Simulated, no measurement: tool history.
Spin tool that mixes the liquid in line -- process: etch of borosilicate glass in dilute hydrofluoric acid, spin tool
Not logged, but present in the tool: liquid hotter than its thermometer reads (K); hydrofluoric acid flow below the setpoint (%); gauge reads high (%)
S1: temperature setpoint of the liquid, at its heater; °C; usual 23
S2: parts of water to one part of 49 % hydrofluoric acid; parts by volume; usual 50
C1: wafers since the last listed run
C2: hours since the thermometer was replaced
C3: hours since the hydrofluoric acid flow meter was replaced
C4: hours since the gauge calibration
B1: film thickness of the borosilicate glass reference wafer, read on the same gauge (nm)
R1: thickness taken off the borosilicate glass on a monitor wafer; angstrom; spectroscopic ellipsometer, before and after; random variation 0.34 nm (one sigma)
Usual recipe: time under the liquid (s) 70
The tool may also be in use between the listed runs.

{"run": 1, "hour": 0.0, "S1": 23, "S2": 35, "time under the liquid (s)": 70, "C1": 0, "C2": 825.7, "C3": 252.3, "C4": 1055.2, "B1": 49.99, "R1": 772.6}
{"run": 2, "hour": 29.1, "S1": 23, "S2": 35, "time under the liquid (s)": 70, "C1": 377, "C2": 854.8, "C3": 281.4, "C4": 1084.3, "B1": 50.01, "R1": 772.8}
{"run": 3, "hour": 91.6, "S1": 23, "S2": 35, "time under the liquid (s)": 70, "C1": 811, "C2": 917.3, "C3": 343.9, "C4": 1146.8, "B1": 50, "R1": 779.3}
{"run": 4, "hour": 117.0, "S1": 23, "S2": 50, "time under the liquid (s)": 70, "C1": 329, "C2": 942.7, "C3": 369.3, "C4": 1172.2, "B1": 49.96, "R1": 534.6}
{"run": 5, "hour": 188.4, "S1": 23, "S2": 50, "time under the liquid (s)": 70, "C1": 926, "C2": 1014.1, "C3": 440.7, "C4": 1243.6, "B1": 50, "R1": 528.1}
{"run": 6, "hour": 224.3, "S1": 23, "S2": 50, "time under the liquid (s)": 70, "C1": 465, "C2": 1050, "C3": 476.6, "C4": 1279.5, "B1": 49.98, "R1": 529.5}
{"run": 7, "hour": 283.0, "S1": 23, "S2": 50, "time under the liquid (s)": 70, "C1": 761, "C2": 1108.7, "C3": 535.3, "C4": 1338.2, "B1": 50.03, "R1": 529.1}
{"run": 8, "hour": 307.0, "S1": 23, "S2": 50, "time under the liquid (s)": 70, "C1": 311, "C2": 1132.7, "C3": 559.3, "C4": 1362.2, "B1": 50.01, "R1": 538}
{"run": 9, "hour": 377.3, "S1": 23, "S2": 50, "time under the liquid (s)": 70, "C1": 912, "C2": 1203, "C3": 629.6, "C4": 1432.5, "B1": 50, "R1": 534}
{"run": 10, "hour": 414.6, "S1": 23, "S2": 50, "time under the liquid (s)": 60, "C1": 484, "C2": 1240.3, "C3": 666.9, "C4": 1469.8, "B1": 50.02, "R1": 460.2}
{"run": 11, "hour": 467.7, "S1": 23, "S2": 50, "time under the liquid (s)": 60, "C1": 689, "C2": 1293.4, "C3": 720, "C4": 1522.9, "B1": 49.99, "R1": 458.8}
{"run": 12, "hour": 510.2, "S1": 23, "S2": 50, "time under the liquid (s)": 70, "C1": 551, "C2": 1335.9, "C3": 762.5, "C4": 1565.4, "B1": 49.98, "R1": 537.2}
{"run": 13, "hour": 563.9, "S1": 23, "S2": 50, "time under the liquid (s)": 70, "C1": 696, "C2": 1389.6, "C3": 816.2, "C4": 1619.1, "B1": 50.02, "R1": 540.3}
{"hour": 583.5, "done": "gauge calibrated"}
{"run": 14, "hour": 681.6, "S1": 23, "S2": 50, "time under the liquid (s)": 70, "C1": 1527, "C2": 1507.3, "C3": 933.9, "C4": 98.1, "B1": 49.98, "R1": 546.8}
{"run": 15, "hour": 721.6, "S1": 23, "S2": 50, "time under the liquid (s)": 70, "C1": 519, "C2": 1547.3, "C3": 973.9, "C4": 138.1, "B1": 50, "R1": 538.9}
{"run": 16, "hour": 782.0, "S1": 23, "S2": 50, "time under the liquid (s)": 70, "C1": 783, "C2": 1607.7, "C3": 1034.3, "C4": 198.5, "B1": 49.98, "R1": 541.2}
{"run": 17, "hour": 806.3, "S1": 19, "S2": 50, "time under the liquid (s)": 70, "C1": 315, "C2": 1632, "C3": 1058.6, "C4": 222.8, "B1": 50.01, "R1": 459.1}
{"run": 18, "hour": 843.0, "S1": 23, "S2": 50, "time under the liquid (s)": 70, "C1": 476, "C2": 1668.7, "C3": 1095.3, "C4": 259.5, "B1": 50, "R1": 548.5}
{"hour": 873.6, "done": "hydrofluoric acid flow meter replaced"}
{"run": 19, "hour": 898.1, "S1": 23, "S2": 40, "time under the liquid (s)": 30, "C1": 702, "C2": 1723.8, "C3": 24.5, "C4": 314.6, "B1": 49.99, "R1": 301.6}
{"hour": 1094.8, "done": "thermometer replaced"}
{"run": 20, "hour": 1113.8, "S1": 23, "S2": 60, "time under the liquid (s)": 40, "C1": 2786, "C2": 19, "C3": 240.2, "C4": 530.3, "B1": 49.99, "R1": 236.7}
{"run": 21, "hour": 1142.5, "S1": 24.5, "S2": 75, "time under the liquid (s)": 45, "C1": 372, "C2": 47.7, "C3": 268.9, "C4": 559, "B1": 49.98, "R1": 222}
{"run": 22, "hour": 1166.6, "S1": 23, "S2": 50, "time under the liquid (s)": 90, "C1": 312, "C2": 71.8, "C3": 293, "C4": 583.1, "B1": 50, "R1": 649.4}
{"run": 23, "hour": 1220.7, "S1": 21, "S2": 45, "time under the liquid (s)": 70, "C1": 702, "C2": 125.9, "C3": 347.1, "C4": 637.2, "B1": 50.03, "R1": 514.8}
{"run": 24, "hour": 1290.6, "S1": 19.5, "S2": 40, "time under the liquid (s)": 70, "C1": 907, "C2": 195.8, "C3": 417, "C4": 707.1, "B1": 50, "R1": 554.1}
{"run": 25, "hour": 1329.5, "S1": 23, "S2": 30, "time under the liquid (s)": 70, "C1": 504, "C2": 234.7, "C3": 455.9, "C4": 746, "B1": 50, "R1": 859.8}
{"run": 26, "hour": 1377.0, "S1": 23, "S2": 50, "time under the liquid (s)": 70, "C1": 616, "C2": 282.2, "C3": 503.4, "C4": 793.5, "B1": 50.01, "R1": 508.7}
{"run": 27, "hour": 1429.9, "S1": 23, "S2": 55, "time under the liquid (s)": 70, "C1": 686, "C2": 335.1, "C3": 556.3, "C4": 846.4, "B1": 50, "R1": 459.1}
{"run": 28, "hour": 1458.2, "S1": 23, "S2": 50, "time under the liquid (s)": 70, "C1": 367, "C2": 363.4, "C3": 584.6, "C4": 874.7, "B1": 49.99, "R1": 511.1}
{"run": 29, "hour": 1508.6, "S1": 23, "S2": 50, "time under the liquid (s)": 70, "C1": 654, "C2": 413.8, "C3": 635, "C4": 925.1, "B1": 49.99, "R1": 514.4}
{"run": 30, "hour": 1553.0, "S1": 23, "S2": 50, "time under the liquid (s)": 40, "C1": 576, "C2": 458.2, "C3": 679.4, "C4": 969.5, "B1": 50, "R1": 295.7}
{"run": 31, "hour": 1597.5, "S1": 23, "S2": 50, "time under the liquid (s)": 35, "C1": 577, "C2": 502.7, "C3": 723.9, "C4": 1014, "B1": 49.96, "R1": 256.5}
{"run": 32, "hour": 1629.2, "S1": 25, "S2": 50, "time under the liquid (s)": 70, "C1": 411, "C2": 534.4, "C3": 755.6, "C4": 1045.7, "B1": 50.04, "R1": 568.6}

For some of the steps in R1 from one run to the next: how much would appear even if the tool had no hidden state, given the settings, what came in and random variation, and how much remains for the hidden state plus any gauge scatter that the measured result and the result without hidden state don't share?
Run 3 -> 4: S2 35 -> 50. R1 -244.7 angstrom: hidden state -12.8, all else -231.9.
Run 18 -> 19: S2 50 -> 40, time under the liquid (s) 70 -> 30, hydrofluoric acid flow meter replaced. R1 -246.9 angstrom: hidden state -20.4, all else -226.5.
Run 19 -> 20: S2 40 -> 60, time under the liquid (s) 30 -> 40, thermometer replaced. R1 -64.9 angstrom: hidden state -26.1, all else -38.8.
Run 21 -> 22: S1 24.5 -> 23, S2 75 -> 50, time under the liquid (s) 45 -> 90. R1 +427.4 angstrom: hidden state +2.6, all else +424.8.
Run 25 -> 26: S2 30 -> 50. R1 -351.1 angstrom: hidden state -3.7, all else -347.4.
Run 31 -> 32: S1 23 -> 25, time under the liquid (s) 35 -> 70. R1 +312.1 angstrom: hidden state +8.5, all else +303.6.

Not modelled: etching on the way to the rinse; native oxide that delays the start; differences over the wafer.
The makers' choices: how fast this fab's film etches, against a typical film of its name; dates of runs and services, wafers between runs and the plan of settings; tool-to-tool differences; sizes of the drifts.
